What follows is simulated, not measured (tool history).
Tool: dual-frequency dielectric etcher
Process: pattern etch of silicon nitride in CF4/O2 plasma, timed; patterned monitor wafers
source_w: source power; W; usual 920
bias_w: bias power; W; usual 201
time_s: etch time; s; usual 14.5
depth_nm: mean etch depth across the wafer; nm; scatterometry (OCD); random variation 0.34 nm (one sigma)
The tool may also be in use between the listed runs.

run    day  source_w  bias_w  time_s  wafers since the last listed run  hours since the last wet clean  hours since the last source power generator calibration  hours since the last bias power generator calibration  hours since the last upper electrode change  hours since the gauge calibration  read-back reference wafer on the same gauge, depth_nm  depth_nm
  1      0       920     187    14.5                                 0                           486.7                                                   4525.3                                                 5016.5                                       3273.8                              103.4                                                   43.4      50.2
  2   0.55       920     187    14.5                               256                           499.9                                                   4538.5                                                 5029.7                                         3287                              116.6                                                   43.4      50.7
  3  0.996       920     186    14.5                               207                           510.6                                                   4549.2                                                 5040.4                                       3297.7                              127.3                                                   43.4      50.5
  4  1.504       920     186    14.5                               236                           522.8                                                   4561.4                                                 5052.6                                       3309.9                              139.5                                                   43.5      50.2
  5  2.058       920     201    14.5                               258                           536.1                                                   4574.7                                                 5065.9                                       3323.2                              152.8                                                   43.6      50.8
  6  2.354       920     201    14.5                               137                           543.2                                                   4581.8                                                   5073                                       3330.3                              159.9                                                   43.5      50.9
     3.475  -- upper electrode replaced
     4.021  -- gauge calibrated
     4.138  -- wet clean of the chamber
  7  4.158       920     201    12.5                                65                             0.5                                                   4625.1                                                 5116.3                                         16.4                                3.3                                                   43.6      44.4
  8  4.175      1140     201    14.5                                 7                             0.9                                                   4625.5                                                 5116.7                                         16.8                                3.7                                                   43.4      63.5
  9  4.188       810     228      13                                 5                             1.2                                                   4625.8                                                   5117                                         17.1                                  4                                                   43.6      41.4
 10  4.642       920     201    11.5                               211                            12.1                                                   4636.7                                                 5127.9                                           28                               14.9                                                   43.5      40.4
     4.933  -- source power generator calibrated
 11  5.125      1120     215    14.5                               147                            23.7                                                      4.6                                                 5139.5                                         39.6                               26.5                                                   43.5      63.3
     5.375  -- bias power generator calibrated
 12  5.567       920     201    14.5                               128                            34.3                                                     15.2                                                    4.6                                         50.2                               37.1                                                   43.5      50.7
 13  5.971       920     201    14.5                               188                              44                                                     24.9                                                   14.3                                         59.9                               46.8                                                   43.7      51.3
 14  6.229       860     201    12.5                               120                            50.2                                                     31.1                                                   20.5                                         66.1                                 53                                                   43.5      41.1
 15  6.867       920     183    16.5                               296                            65.5                                                     46.4                                                   35.8                                         81.4                               68.3                                                   43.5        57

5 ways to go on from here, each from the tool as it stands after run 15. What would each give?
  A  6.883       920     188    14.5                                 7                            65.9                                                     46.8                                                   36.2                                         81.8                               68.7                                                      ?         ?
  B  6.883       750     201    14.5                                 7                            65.9                                                     46.8                                                   36.2                                         81.8                               68.7                                                      ?         ?
  C  6.883      1090     228    14.5                                 7                            65.9                                                     46.8                                                   36.2                                         81.8                               68.7                                                      ?         ?
  D  6.883       750     177    10.5                                 7                            65.9                                                     46.8                                                   36.2                                         81.8                               68.7                                                      ?         ?
  E  6.883       920     201      17                                 7                            65.9                                                     46.8                                                   36.2                                         81.8                               68.7                                                      ?         ?

run  read-back reference wafer on the same gauge, depth_nm  depth_nm
  A                                                   43.5      50.6
  B                                                   43.5      41.5
  C                                                   43.5      62.8
  D                                                   43.5      29.2
  E                                                   43.5      60.2
Without the tool's hidden state the same runs would have given:
run  depth_nm
  A      50.6
  B      41.5
  C      62.8
  D      29.2
  E      60.2
